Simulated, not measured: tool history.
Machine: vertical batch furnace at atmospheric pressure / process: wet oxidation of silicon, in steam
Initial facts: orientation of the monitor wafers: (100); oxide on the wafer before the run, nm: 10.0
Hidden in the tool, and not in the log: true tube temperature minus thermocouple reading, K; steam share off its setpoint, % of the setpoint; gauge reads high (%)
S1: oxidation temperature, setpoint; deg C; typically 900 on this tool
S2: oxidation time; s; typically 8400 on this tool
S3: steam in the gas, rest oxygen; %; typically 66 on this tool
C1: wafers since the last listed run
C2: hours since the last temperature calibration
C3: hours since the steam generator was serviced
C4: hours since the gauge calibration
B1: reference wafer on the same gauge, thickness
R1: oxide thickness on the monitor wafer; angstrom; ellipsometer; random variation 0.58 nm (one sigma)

run	day	S1	S2	S3	C1	C2	C3	C4	B1	R1
1	0.000	900	8400	66	0	3767.3	317.7	1391.2	206.90	2451.6
2	7.750	900	10080	60	1176	3953.3	503.7	1577.2	206.90	2630.4
3	9.925	900	10080	60	330	4005.5	555.9	1629.4	206.94	2635.6
4	11.458	900	8400	66	232	4042.3	592.7	1666.2	207.05	2444.2
5	13.242	900	8400	66	270	4085.1	635.5	1709.0	207.06	2462.6
6	14.517	900	8400	66	193	4115.7	666.1	1739.6	207.01	2450.9
7	17.292	900	8400	66	421	4182.3	732.7	1806.2	207.10	2451.6
8	18.362	910	8400	66	162	4208.0	758.4	1831.9	206.90	2749.1
9	21.267	900	8400	66	440	4277.7	828.1	1901.6	207.03	2452.4
10	23.529	900	8400	58	343	4332.0	882.4	1955.9	207.02	2199.4
11	25.408	900	8400	66	285	4377.1	927.5	2001.0	206.86	2447.7
# day 27.429: thermocouples replaced and temperature profile calibrated
12	27.717	900	10770	66	198	6.9	982.9	2056.4	207.04	2995.7
13	29.967	900	10770	66	341	60.9	1036.9	2110.4	206.92	3000.1
14	32.392	900	8400	66	368	119.1	1095.1	2168.6	206.85	2448.3
# day 32.512: gauge calibrated
15	34.317	900	8400	66	292	165.3	1141.3	43.3	206.94	2460.1
16	36.212	900	8400	66	287	210.8	1186.8	88.8	206.82	2447.4
17	38.604	900	8400	66	363	268.2	1244.2	146.2	206.97	2453.6
18	40.362	900	8400	66	266	310.4	1286.4	188.4	207.10	2453.0
19	42.712	900	10770	66	356	366.8	1342.8	244.8	207.04	3007.6
20	44.954	900	8400	55	340	420.6	1396.6	298.6	207.04	2117.6
21	47.425	908	5460	56	375	479.9	1455.9	357.9	206.97	1652.6
22	49.021	885	10890	66	242	518.2	1494.2	396.2	206.99	2512.4
23	51.025	888	8400	61	304	566.3	1542.3	444.3	207.10	1969.4
24	52.229	900	8400	72	182	595.2	1571.2	473.2	206.97	2631.9
25	54.567	900	12390	66	354	651.3	1627.3	529.3	206.94	3359.0
26	55.646	909	8400	71	163	677.2	1653.2	555.2	206.95	2902.7
27	58.412	876	11760	71	420	743.6	1719.6	621.6	206.95	2501.7
28	60.004	900	8400	66	241	781.8	1757.8	659.8	207.05	2456.5
# day 62.421: steam generator serviced
29	68.217	900	8400	66	1095	978.9	139.1	856.9	207.16	2459.8
30	69.725	900	11130	66	228	1015.1	175.3	893.1	206.97	3087.2
31	72.579	891	8400	66	433	1083.6	243.8	961.6	206.95	2186.3
32	73.817	900	7140	72	187	1113.3	273.5	991.3	206.82	2317.2
33	75.225	924	6030	70	213	1147.1	307.3	1025.1	206.99	2569.7
34	76.446	878	4440	59	185	1176.4	336.6	1054.4	207.04	963.9
35	77.821	919	8400	66	208	1209.4	369.6	1087.4	206.92	3019.3
36	79.392	900	8400	66	238	1247.1	407.3	1125.1	206.92	2446.9
37	81.738	900	8400	66	356	1303.4	463.6	1181.4	206.92	2451.7
38	83.129	911	11280	57	211	1336.8	497.0	1214.8	207.04	3159.0
39	85.838	889	6150	66	411	1401.8	562.0	1279.8	206.98	1632.0

Predict each of these 3 candidate next runs independently; none follows another, all start after run 39:
A	86.117	900	8400	66	42	1408.5	568.7	1286.5	?	?
B	86.117	900	6450	56	42	1408.5	568.7	1286.5	?	?
C	86.117	911	5310	54	42	1408.5	568.7	1286.5	?	?

run	B1	R1
A	207.04	2446.8
B	207.04	1712.8
C	207.04	1619.6
Without the tool's unlogged condition, the same runs would have read:
run	R1
A	2446.8
B	1712.8
C	1619.6
